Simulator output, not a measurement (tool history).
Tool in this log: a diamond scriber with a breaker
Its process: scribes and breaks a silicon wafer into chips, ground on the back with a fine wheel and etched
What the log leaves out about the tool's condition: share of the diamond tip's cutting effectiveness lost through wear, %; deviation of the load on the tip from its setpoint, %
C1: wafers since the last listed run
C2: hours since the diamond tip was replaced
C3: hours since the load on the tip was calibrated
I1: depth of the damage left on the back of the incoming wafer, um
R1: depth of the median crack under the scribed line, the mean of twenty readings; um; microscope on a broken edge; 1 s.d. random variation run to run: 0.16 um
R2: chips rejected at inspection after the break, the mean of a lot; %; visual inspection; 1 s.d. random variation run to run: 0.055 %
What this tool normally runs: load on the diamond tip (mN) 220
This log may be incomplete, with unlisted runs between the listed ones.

Run 1, hour 0: usual settings but load on the diamond tip (mN) 260; C1 0; C2 517.5; C3 1057.1; I1 0.41. Result: R1 12.85 um, R2 1.5 %.
Run 2, hour 24.6: usual settings but load on the diamond tip (mN) 235; C1 60; C2 542.1; C3 1081.7; I1 0.74. Result: R1 11.6 um, R2 1.33 %.
Run 3, hour 46.6: usual settings but load on the diamond tip (mN) 235; C1 54; C2 564.1; C3 1103.7; I1 0.76. Result: R1 11.95 um, R2 1.49 %.
Run 4, hour 75.9: usual settings; C1 72; C2 593.4; C3 1133; I1 0.4. Result: R1 10.85 um, R2 4.59 %.
Run 5, hour 92.6: usual settings; C1 41; C2 610.1; C3 1149.7; I1 0.45. Result: R1 10.92 um, R2 5.23 %.
Run 6, hour 119.7: usual settings; C1 66; C2 637.2; C3 1176.8; I1 0.63. Result: R1 10.73 um, R2 5.69 %.
At hour 134.2: diamond tip replaced by a new one.
Run 7, hour 134.7: usual settings but load on the diamond tip (mN) 253; C1 32; C2 0.5; C3 1191.8; I1 0.67. Result: R1 11.95 um, R2 0.74 %.
Run 8, hour 145.5: usual settings but load on the diamond tip (mN) 253; C1 26; C2 11.3; C3 1202.6; I1 0.57. Result: R1 12.35 um, R2 0.75 %.
Run 9, hour 175: usual settings but load on the diamond tip (mN) 185; C1 72; C2 40.8; C3 1232.1; I1 0.8. Result: R1 9.03 um, R2 27.23 %.
Run 10, hour 188: usual settings; C1 32; C2 53.8; C3 1245.1; I1 0.77. Result: R1 10.73 um, R2 6.91 %.
Run 11, hour 211: usual settings but load on the diamond tip (mN) 197; C1 56; C2 76.8; C3 1268.1; I1 0.61. Result: R1 9.65 um, R2 20.65 %.
Run 12, hour 289.4: usual settings but load on the diamond tip (mN) 271; C1 193; C2 155.2; C3 1346.5; I1 0.36. Result: R1 12.43 um, R2 0.89 %.
Run 13, hour 324.5: usual settings; C1 86; C2 190.3; C3 1381.6; I1 0.72. Result: R1 10.2 um, R2 10.51 %.
Run 14, hour 345: usual settings; C1 50; C2 210.8; C3 1402.1; I1 0.71. Result: R1 10.37 um, R2 10.53 %.
Run 15, hour 358.9: usual settings; C1 34; C2 224.7; C3 1416; I1 0.72. Result: R1 10.02 um, R2 12.19 %.
At hour 368.7: load on the tip recalibrated.
Run 16, hour 383.1: usual settings but load on the diamond tip (mN) 261; C1 54; C2 248.9; C3 14.4; I1 0.72. Result: R1 14.51 um, R2 6.12 %.
Run 17, hour 409.8: usual settings but load on the diamond tip (mN) 261; C1 65; C2 275.6; C3 41.1; I1 0.44. Result: R1 14.37 um, R2 6.75 %.
Run 18, hour 445.3: usual settings but load on the diamond tip (mN) 262; C1 87; C2 311.1; C3 76.6; I1 0.42. Result: R1 14.19 um, R2 6.75 %.
Run 19, hour 461.8: usual settings; C1 40; C2 327.6; C3 93.1; I1 0.5. Result: R1 12.16 um, R2 0.69 %.
Run 20, hour 483.4: usual settings; C1 53; C2 349.2; C3 114.7; I1 0.35. Result: R1 12.28 um, R2 0.89 %.
Run 21, hour 515: usual settings but load on the diamond tip (mN) 273; C1 78; C2 380.8; C3 146.3; I1 0.41. Result: R1 14.66 um, R2 11.05 %.
Run 22, hour 545.7: usual settings but load on the diamond tip (mN) 179; C1 75; C2 411.5; C3 177; I1 0.63. Result: R1 9.94 um, R2 14.13 %.
Run 23, hour 580.4: usual settings; C1 85; C2 446.2; C3 211.7; I1 0.49. Result: R1 12.17 um, R2 0.84 %.
Run 24, hour 593.9: usual settings; C1 33; C2 459.7; C3 225.2; I1 0.39. Result: R1 12.24 um, R2 0.96 %.
Run 25, hour 610: usual settings but load on the diamond tip (mN) 264; C1 39; C2 475.8; C3 241.3; I1 0.41. Result: R1 13.98 um, R2 8.15 %.
Run 26, hour 623.1: usual settings; C1 32; C2 488.9; C3 254.4; I1 0.3. Result: R1 12.32 um, R2 0.8 %.
Run 27, hour 657.6: usual settings but load on the diamond tip (mN) 261; C1 85; C2 523.4; C3 288.9; I1 0.5. Result: R1 13.91 um, R2 6.42 %.
Run 28, hour 681.7: usual settings; C1 59; C2 547.5; C3 313; I1 0.55. Result: R1 11.72 um, R2 0.84 %.
Run 29, hour 716.4: usual settings but load on the diamond tip (mN) 203; C1 85; C2 582.2; C3 347.7; I1 0.73. Result: R1 11.35 um, R2 4.27 %.
Run 30, hour 734.2: usual settings but load on the diamond tip (mN) 254; C1 43; C2 600; C3 365.5; I1 0.57. Result: R1 13.29 um, R2 3.87 %.
Run 31, hour 761.4: usual settings but load on the diamond tip (mN) 194; C1 67; C2 627.2; C3 392.7; I1 0.44. Result: R1 10.56 um, R2 7.68 %.
Run 32, hour 782: usual settings but load on the diamond tip (mN) 286; C1 50; C2 647.8; C3 413.3; I1 0.31. Result: R1 15.36 um, R2 14.64 %.
Run 33, hour 813.6: usual settings; C1 78; C2 679.4; C3 444.9; I1 0.5. Result: R1 12.04 um, R2 1.02 %.
Run 34, hour 835.1: usual settings but load on the diamond tip (mN) 183; C1 53; C2 700.9; C3 466.4; I1 0.66. Result: R1 9.81 um, R2 15.13 %.
At hour 850.1: diamond tip replaced by a new one.
Run 35, hour 855.4: usual settings but load on the diamond tip (mN) 237; C1 45; C2 5.3; C3 486.7; I1 0.71. Result: R1 12.59 um, R2 1.2 %.
Run 36, hour 879.3: usual settings; C1 59; C2 29.2; C3 510.6; I1 0.3. Result: R1 11.68 um, R2 1.16 %.
Run 37, hour 899.9: usual settings but load on the diamond tip (mN) 164; C1 50; C2 49.8; C3 531.2; I1 0.67. Result: R1 8.85 um, R2 29.11 %.
Run 38, hour 918.2: usual settings but load on the diamond tip (mN) 246; C1 45; C2 68.1; C3 549.5; I1 0.8. Result: R1 12.85 um, R2 1.89 %.
Run 39, hour 936.3: usual settings but load on the diamond tip (mN) 168; C1 44; C2 86.2; C3 567.6; I1 0.63. Result: R1 9.06 um, R2 28.01 %.
Run 40, hour 955.3: usual settings; C1 46; C2 105.2; C3 586.6; I1 0.51. Result: R1 11.57 um, R2 1.38 %.
Run 41, hour 1050.4: usual settings but load on the diamond tip (mN) 175; C1 235; C2 200.3; C3 681.7; I1 0.52. Result: R1 9.41 um, R2 25.59 %.
Run 42, hour 1071.8: usual settings but load on the diamond tip (mN) 284; C1 52; C2 221.7; C3 703.1; I1 0.54. Result: R1 14.49 um, R2 10.39 %.

Below, some changes in R1 between adjacent runs. For each, the amount present without the hidden state too (settings, incoming material, random variation) and the amount remaining for the hidden state with gauge scatter not shared by both compared results:
Run 8 -> 9: load on the diamond tip (mN) 253 -> 185. R1 -3.32 um: hidden state +0.39, all else -3.71.
Run 11 -> 12: load on the diamond tip (mN) 197 -> 271. R1 +2.78 um: hidden state -0.74, all else +3.52.
Run 15 -> 16: load on the diamond tip (mN) 220 -> 261, load on the tip recalibrated. R1 +4.49 um: hidden state +1.84, all else +2.65.
Run 21 -> 22: load on the diamond tip (mN) 273 -> 179. R1 -4.72 um: hidden state +0.07, all else -4.79.
Run 31 -> 32: load on the diamond tip (mN) 194 -> 286. R1 +4.8 um: hidden state -0.16, all else +4.96.
Run 41 -> 42: load on the diamond tip (mN) 175 -> 284. R1 +5.08 um: hidden state -0.33, all else +5.41.
